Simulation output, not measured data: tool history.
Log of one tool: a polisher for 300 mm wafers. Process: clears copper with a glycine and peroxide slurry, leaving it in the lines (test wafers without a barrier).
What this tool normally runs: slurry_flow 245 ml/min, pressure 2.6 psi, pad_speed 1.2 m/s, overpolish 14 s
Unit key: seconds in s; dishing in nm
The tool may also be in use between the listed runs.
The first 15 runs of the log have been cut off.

| run | hour | slurry_flow | pressure | pad_speed | overpolish | incoming thickness of the incoming film, nm | seconds | dishing |
|---|---|---|---|---|---|---|---|---|
| 16 | 199.8 | 245 | 2.6 | 1.52 | 14 | 473.8 | 71.5 | 62.1 |
| 17 | 214 | 245 | 2.6 | 1.52 | 14 | 464.8 | 69 | 64.7 |
| 18 | 224.4 | 205 | 2.6 | 0.98 | 6 | 464.8 | 100.2 | 23 |
|  | 235 | head pressure recalibrated |
|  | 237.7 | worn pad replaced by a new one, of another model than before |
| 19 | 238.2 | 245 | 1.9 | 0.86 | 10 | 470.7 | 116.7 | 33 |
| 20 | 245.9 | 245 | 2.6 | 1.2 | 14 | 473.1 | 85.4 | 56.2 |
| 21 | 254.6 | 245 | 2.6 | 1.54 | 14 | 468.8 | 73.7 | 61.5 |
| 22 | 277.1 | 310 | 2.6 | 1.2 | 14 | 464.5 | 83.9 | 54.1 |
| 23 | 294.8 | 165 | 2.6 | 1.48 | 21 | 476.4 | 80.6 | 82.7 |
| 24 | 303.5 | 245 | 2.6 | 1.2 | 14 | 465.7 | 85.2 | 55.6 |
| 25 | 312 | 190 | 2.6 | 1.34 | 14 | 470.9 | 83 | 54.2 |
|  | 328.5 | worn pad replaced by a new one |
| 26 | 329 | 270 | 2.6 | 1.2 | 22 | 469.3 | 85.9 | 80.1 |
| 27 | 339.4 | 290 | 2 | 0.92 | 10 | 468.9 | 110.4 | 32.3 |
| 28 | 345.5 | 245 | 2 | 1.2 | 21 | 461.9 | 97.8 | 65.9 |
| 29 | 355.1 | 200 | 2.6 | 1.2 | 14 | 469 | 86.9 | 55.6 |
| 30 | 364.7 | 245 | 2.6 | 0.88 | 19 | 472.7 | 99.7 | 61.8 |
| 31 | 372.5 | 300 | 2.3 | 1 | 17 | 472 | 100.6 | 59.7 |
| 32 | 385.1 | 245 | 2.6 | 1.2 | 14 | 468.7 | 86.3 | 55.1 |
| 33 | 396.8 | 245 | 2.6 | 1.2 | 14 | 461.6 | 85.7 | 56.5 |
| 34 | 407.6 | 245 | 2.6 | 1.2 | 14 | 471 | 86.5 | 53.7 |
|  | 427.6 | worn pad replaced by a new one |
| 35 | 428.1 | 285 | 2.2 | 1.38 | 10 | 474.5 | 88 | 40.2 |
| 36 | 432.8 | 195 | 2.9 | 1.2 | 14 | 467.9 | 80.3 | 60.5 |

Branching from run 36: 3 alternative next runs. What would each branch give?
| A | 433.3 | 245 | 2.6 | 1.2 | 11 | 472.7 | ? | ? |
| B | 433.3 | 210 | 2.2 | 1.38 | 14 | 472.7 | ? | ? |
| C | 433.3 | 205 | 2.6 | 1.52 | 9 | 472.7 | ? | ? |

| run | seconds | dishing |
|---|---|---|
| A | 86.9 | 46 |
| B | 89.7 | 54.5 |
| C | 77.8 | 42.4 |
Without the tool's hidden state the same runs would have given:
| run | seconds | dishing |
|---|---|---|
| A | 85.8 | 46.5 |
| B | 88.5 | 55.2 |
| C | 76.7 | 43 |
